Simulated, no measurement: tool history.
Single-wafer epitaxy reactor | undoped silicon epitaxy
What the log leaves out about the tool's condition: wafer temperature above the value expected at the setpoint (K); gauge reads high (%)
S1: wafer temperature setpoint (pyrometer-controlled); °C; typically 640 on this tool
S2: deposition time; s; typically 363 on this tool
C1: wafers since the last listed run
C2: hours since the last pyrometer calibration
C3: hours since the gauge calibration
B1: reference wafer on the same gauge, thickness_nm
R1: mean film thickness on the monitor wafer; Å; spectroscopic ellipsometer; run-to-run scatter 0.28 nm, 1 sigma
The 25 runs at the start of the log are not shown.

run    hour   S1   S2   C1      C2     C3      B1      R1
      695.8  -- gauge calibrated
 26   706.1  628  430   97   986.8   10.3   54.77   465.1
 27   733.2  640  411   85  1013.9   37.4  54.703  570.21
      776.8  -- pyrometer calibrated
 28   807.7  647  425  209    30.9  111.9   54.68  649.33
 29   833.6  633  419   81    56.8  137.8    54.8  489.96
 30   855.7  647  363   69    78.9  159.9  54.687  555.95
 31   880.3  633  308   77   103.5  184.5  54.701  358.73
 32   906.7  644  313   83   129.9  210.9  54.732  449.91
 33   926.6  646  397   62   149.8  230.8  54.669  596.18
 34   953.9  640  363   85   177.1  258.1  54.685  487.43
 35   967.7  627  363   43   190.9  271.9  54.705  369.68
 36  1000.6  644  310  103   223.8  304.8  54.725  445.07
 37  1031.9  644  405   98   255.1  336.1  54.779  580.11
 38  1044.7  640  363   40   267.9  348.9   54.73   480.8
 39  1079.8  627  416  110     303    384  54.741  429.73
 40  1105.3  640  363   80   328.5  409.5  54.716  487.15

3 ways to go on from here, each from the tool as it stands after run 40. What would each give?
  A  1105.8  640  363   1  329  410   ?   ?
  B  1105.8  628  325   1  329  410   ?   ?
  C  1105.8  652  308   1  329  410   ?   ?

run      B1      R1
  A  54.696  489.98
  B  54.696  345.86
  C  54.696  524.47
Take away the tool's hidden state, keep each run's random variation, and the runs would have read:
run      R1
  A  487.02
  B  343.72
  C  521.37

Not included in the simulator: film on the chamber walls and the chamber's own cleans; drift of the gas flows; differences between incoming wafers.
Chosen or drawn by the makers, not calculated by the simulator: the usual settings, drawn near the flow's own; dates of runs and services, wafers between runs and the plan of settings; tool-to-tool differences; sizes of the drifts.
